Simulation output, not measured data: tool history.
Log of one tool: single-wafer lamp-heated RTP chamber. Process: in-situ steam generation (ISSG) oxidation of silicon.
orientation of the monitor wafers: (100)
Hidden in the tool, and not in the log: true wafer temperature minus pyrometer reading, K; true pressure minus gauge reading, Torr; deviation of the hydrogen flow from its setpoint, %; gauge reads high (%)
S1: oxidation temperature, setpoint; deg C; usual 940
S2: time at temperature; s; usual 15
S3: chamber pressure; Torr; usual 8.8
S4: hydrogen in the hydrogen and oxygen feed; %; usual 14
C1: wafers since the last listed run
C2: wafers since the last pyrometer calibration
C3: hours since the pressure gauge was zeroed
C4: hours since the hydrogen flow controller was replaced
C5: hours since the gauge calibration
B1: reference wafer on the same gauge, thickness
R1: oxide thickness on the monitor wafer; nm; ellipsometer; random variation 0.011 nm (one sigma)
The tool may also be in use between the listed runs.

| run | day | S1 | S2 | S3 | S4 | C1 | C2 | C3 | C4 | C5 | B1 | R1 |
|---|---|---|---|---|---|---|---|---|---|---|---|---|
| 1 | 0.000 | 940 | 15 | 8.8 | 14 | 0 | 821 | 1430.8 | 1898.0 | 7.2 | 2.981 | 3.426 |
| 2 | 1.112 | 940 | 15 | 8.8 | 14 | 459 | 1281 | 1457.5 | 1924.7 | 33.9 | 2.979 | 3.433 |
| 3 | 1.946 | 940 | 15 | 8.8 | 14 | 344 | 1625 | 1477.5 | 1944.7 | 53.9 | 2.980 | 3.424 |
| 4 | 2.612 | 940 | 15 | 8.8 | 14 | 275 | 1901 | 1493.5 | 1960.7 | 69.9 | 2.980 | 3.438 |
| 5 | 3.633 | 940 | 15 | 9.3 | 14 | 422 | 2323 | 1518.0 | 1985.2 | 94.4 | 2.980 | 3.433 |
| 6 | 4.933 | 940 | 15 | 9.3 | 14 | 537 | 2860 | 1549.2 | 2016.4 | 125.6 | 2.982 | 3.443 |
| 7 | 6.238 | 940 | 15 | 9.3 | 14 | 539 | 3400 | 1580.5 | 2047.7 | 156.9 | 2.981 | 3.454 |
| 8 | 7.588 | 940 | 15 | 8.8 | 14 | 558 | 3958 | 1612.9 | 2080.1 | 189.3 | 2.980 | 3.480 |
| 9 | 8.275 | 951 | 15 | 8.8 | 14 | 284 | 4242 | 1629.4 | 2096.6 | 205.8 | 2.982 | 3.586 |
|  | 9.612 | pyrometer window cleaned and pyrometer calibrated |
| 10 | 9.646 | 951 | 15 | 8.8 | 14 | 428 | 13 | 1662.3 | 2129.5 | 238.7 | 2.980 | 3.496 |
| 11 | 10.958 | 951 | 15 | 8.8 | 14 | 542 | 555 | 1693.8 | 2161.0 | 270.2 | 2.983 | 3.523 |
| 12 | 14.254 | 940 | 15 | 8.8 | 14 | 1362 | 1918 | 1772.9 | 2240.1 | 349.3 | 2.981 | 3.453 |
| 13 | 15.229 | 940 | 10 | 9.3 | 23 | 403 | 2321 | 1796.3 | 2263.5 | 372.7 | 2.983 | 3.298 |
|  | 15.812 | hydrogen flow controller replaced |
| 14 | 16.554 | 929 | 15 | 8.8 | 14 | 409 | 2731 | 1828.1 | 17.8 | 404.5 | 2.981 | 3.365 |
| 15 | 17.417 | 940 | 15 | 8.8 | 14 | 356 | 3088 | 1848.8 | 38.5 | 425.2 | 2.981 | 3.450 |
| 16 | 18.696 | 940 | 15 | 8.8 | 14 | 528 | 3616 | 1879.5 | 69.2 | 455.9 | 2.985 | 3.469 |
| 17 | 19.288 | 940 | 15 | 8.8 | 11 | 244 | 3861 | 1893.7 | 83.4 | 470.1 | 2.977 | 3.293 |
|  | 20.292 | pyrometer window cleaned and pyrometer calibrated |
|  | 20.362 | pressure gauge zeroed |
| 18 | 20.383 | 940 | 15 | 8.0 | 14 | 286 | 8 | 0.5 | 109.7 | 496.4 | 2.980 | 3.420 |
|  | 20.650 | gauge calibrated |
| 19 | 20.900 | 948 | 15 | 9.3 | 14 | 213 | 221 | 12.9 | 122.1 | 6.0 | 2.981 | 3.462 |
| 20 | 22.212 | 949 | 15 | 8.8 | 19 | 542 | 764 | 44.4 | 153.6 | 37.5 | 2.979 | 3.730 |
| 21 | 23.658 | 926 | 15 | 9.3 | 14 | 597 | 1362 | 79.1 | 188.3 | 72.2 | 2.980 | 3.285 |
| 22 | 24.929 | 959 | 15 | 9.4 | 11 | 525 | 1887 | 109.6 | 218.8 | 102.7 | 2.982 | 3.409 |
| 23 | 26.362 | 940 | 15 | 7.3 | 14 | 592 | 2480 | 144.0 | 253.2 | 137.1 | 2.980 | 3.444 |
| 24 | 30.112 | 940 | 15 | 8.8 | 14 | 1550 | 4030 | 234.0 | 343.2 | 227.1 | 2.982 | 3.446 |
| 25 | 30.883 | 940 | 15 | 8.8 | 14 | 318 | 4349 | 252.5 | 361.7 | 245.6 | 2.977 | 3.467 |

Forecast each of these 4 alternatives for the next run:
| A | 30.900 | 940 | 15 | 8.8 | 14 | 6 | 4356 | 252.9 | 362.1 | 246.0 | ? | ? |
| B | 30.900 | 932 | 11 | 7.8 | 21 | 6 | 4356 | 252.9 | 362.1 | 246.0 | ? | ? |
| C | 30.900 | 930 | 19 | 8.8 | 14 | 6 | 4356 | 252.9 | 362.1 | 246.0 | ? | ? |
| D | 30.900 | 925 | 15 | 8.8 | 11 | 6 | 4356 | 252.9 | 362.1 | 246.0 | ? | ? |

| run | B1 | R1 |
|---|---|---|
| A | 2.979 | 3.479 |
| B | 2.979 | 3.353 |
| C | 2.979 | 3.723 |
| D | 2.979 | 3.185 |
Without the tool's hidden state the same runs would have given:
| run | R1 |
|---|---|
| A | 3.411 |
| B | 3.298 |
| C | 3.647 |
| D | 3.128 |
